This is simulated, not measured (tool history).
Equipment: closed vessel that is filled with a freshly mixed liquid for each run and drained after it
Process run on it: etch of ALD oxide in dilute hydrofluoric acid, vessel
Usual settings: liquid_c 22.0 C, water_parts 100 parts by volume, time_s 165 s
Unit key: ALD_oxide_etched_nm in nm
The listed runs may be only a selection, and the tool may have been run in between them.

run,hour,liquid_c,water_parts,time_s,wafers since the last listed run,hours since the thermometer was replaced,hours since the hydrofluoric acid flow meter was replaced,hours since the gauge calibration,"read-back film thickness of the ALD oxide reference wafer, read on the same gauge (nm)",ALD_oxide_etched_nm
1,0.0,25.0,70,165,0,1768.7,650.7,333.4,119.97,23.84
2,16.7,25.0,70,165,1075,1785.4,667.4,350.1,120.07,23.79
3,50.1,22.0,100,165,2151,1818.8,700.8,383.5,120.05,14.34
4,71.3,22.0,135,165,1365,1840.0,722.0,404.7,120.03,10.24
5,101.0,22.0,100,165,1913,1869.7,751.7,434.4,119.99,14.26
6,128.7,22.0,100,165,1784,1897.4,779.4,462.1,119.98,14.15
7,146.3,22.0,100,165,1133,1915.0,797.0,479.7,120.01,14.05
8,177.9,22.0,120,165,2035,1946.6,828.6,511.3,119.96,11.45
9,199.8,22.0,100,165,1410,1968.5,850.5,533.2,120.00,14.26
# hour 224.0: gauge calibrated
10,228.7,22.0,100,165,1861,1997.4,879.4,4.7,119.99,14.16
# hour 231.3: hydrofluoric acid flow meter replaced
11,261.8,19.5,100,220,2068,2030.5,30.5,37.8,120.02,16.89
12,291.0,19.5,100,165,1881,2059.7,59.7,67.0,120.00,12.73
# hour 301.5: thermometer replaced
13,323.0,22.0,100,165,1997,21.5,91.7,99.0,120.04,13.37
14,351.4,25.5,50,215,1829,49.9,120.1,127.4,120.01,42.58
15,364.3,18.0,115,225,831,62.8,133.0,140.3,119.98,13.28
16,392.7,24.5,85,250,1829,91.2,161.4,168.7,120.01,26.74
# hour 408.1: thermometer replaced, repeated, since the last time left the tool worse
17,410.2,19.5,55,210,1063,2.1,178.9,186.2,120.03,33.31
18,429.8,23.5,50,165,1262,21.7,198.5,205.8,119.96,34.16
19,443.1,19.5,55,210,856,35.0,211.8,219.1,120.05,33.11
20,460.4,22.0,100,165,1114,52.3,229.1,236.4,120.00,15.13
21,475.3,17.5,65,125,959,67.2,244.0,251.3,120.02,15.11
22,544.2,19.5,140,225,4438,136.1,312.9,320.2,120.03,12.81
23,568.1,19.0,70,130,1539,160.0,336.8,344.1,120.00,15.65
24,595.6,24.5,85,250,1771,187.5,364.3,371.6,119.99,30.49
25,623.7,22.0,100,165,1810,215.6,392.4,399.7,120.00,15.11
26,731.7,26.5,100,140,6957,323.6,500.4,507.7,119.95,15.19

List, for all runs, the conditions of the tool that the log does not record:
hydrofluoric acid flow above the setpoint (%): 0 on each run
gauge reads high (%): 0 on each run
H1: liquid colder than its thermometer reads (K)
run,H1
1,1.61
2,1.63
3,1.65
4,1.67
5,1.7
6,1.72
7,1.73
8,1.76
9,1.78
10,1.8
11,1.83
12,1.85
13,3.18
14,3.21
15,3.22
16,3.24
17,0.0226
18,0.0387
19,0.0497
20,0.0639
21,0.0762
22,0.133
23,0.153
24,0.175
25,0.198
26,0.287

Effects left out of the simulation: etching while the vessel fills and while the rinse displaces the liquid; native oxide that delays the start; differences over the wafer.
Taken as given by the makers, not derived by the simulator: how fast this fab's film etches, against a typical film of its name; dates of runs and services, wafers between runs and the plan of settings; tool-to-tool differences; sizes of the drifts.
